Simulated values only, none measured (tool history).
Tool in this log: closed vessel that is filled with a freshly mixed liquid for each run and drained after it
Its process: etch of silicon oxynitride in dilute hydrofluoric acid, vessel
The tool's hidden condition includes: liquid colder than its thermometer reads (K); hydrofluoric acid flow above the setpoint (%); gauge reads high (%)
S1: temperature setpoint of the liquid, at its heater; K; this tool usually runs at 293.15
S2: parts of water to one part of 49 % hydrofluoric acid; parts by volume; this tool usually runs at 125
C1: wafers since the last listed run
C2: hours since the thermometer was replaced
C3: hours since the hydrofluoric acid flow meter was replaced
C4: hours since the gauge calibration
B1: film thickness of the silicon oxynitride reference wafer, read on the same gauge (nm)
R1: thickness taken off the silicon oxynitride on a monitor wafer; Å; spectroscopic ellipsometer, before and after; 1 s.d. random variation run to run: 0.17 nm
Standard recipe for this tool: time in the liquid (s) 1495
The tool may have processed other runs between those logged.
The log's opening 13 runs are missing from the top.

run 14 hour=1033.5 | S1=293.15 S2=90 time_in_the_liquid_(s)=2200 | C1=3033 C2=310.5 C3=153.1 C4=377.9 | B1=110.00 | R1=568.7
run 15 hour=1126.6 | S1=291.65 S2=70 time_in_the_liquid_(s)=1495 | C1=4183 C2=403.6 C3=246.2 C4=471.0 | B1=110.00 | R1=470.4
run 16 hour=1182.8 | S1=293.15 S2=125 time_in_the_liquid_(s)=1265 | C1=2525 C2=459.8 C3=302.4 C4=527.2 | B1=109.99 | R1=229.5
run 17 hour=1227.3 | S1=290.65 S2=65 time_in_the_liquid_(s)=1495 | C1=1999 C2=504.3 C3=346.9 C4=571.7 | B1=110.02 | R1=482.0
run 18 hour=1317.0 | S1=294.65 S2=125 time_in_the_liquid_(s)=2110 | C1=4030 C2=594.0 C3=436.6 C4=661.4 | B1=109.98 | R1=409.2
run 19 hour=1422.0 | S1=293.15 S2=125 time_in_the_liquid_(s)=620 | C1=4718 C2=699.0 C3=541.6 C4=766.4 | B1=110.02 | R1=113.1
run 20 hour=1495.6 | S1=290.15 S2=100 time_in_the_liquid_(s)=1975 | C1=3307 C2=772.6 C3=615.2 C4=840.0 | B1=109.99 | R1=394.5
run 21 hour=1592.0 | S1=293.15 S2=125 time_in_the_liquid_(s)=1495 | C1=4331 C2=869.0 C3=711.6 C4=936.4 | B1=110.01 | R1=274.0
run 22 hour=1665.5 | S1=293.15 S2=125 time_in_the_liquid_(s)=1495 | C1=3302 C2=942.5 C3=785.1 C4=1009.9 | B1=109.98 | R1=271.9
run 23 hour=1720.2 | S1=293.15 S2=125 time_in_the_liquid_(s)=1495 | C1=2457 C2=997.2 C3=839.8 C4=1064.6 | B1=109.99 | R1=273.9

What does the tool deliver on the next run?
run 24 hour=1765.5 | S1=293.15 S2=175 time_in_the_liquid_(s)=1495 | C1=2035 C2=1042.5 C3=885.1 C4=1109.9 | B1=? | R1=?

B1: 110.01
R1: 190.9 Å
On a tool with no hidden condition, and with the same random variation, this run would have come out at R1 187.3 Å.
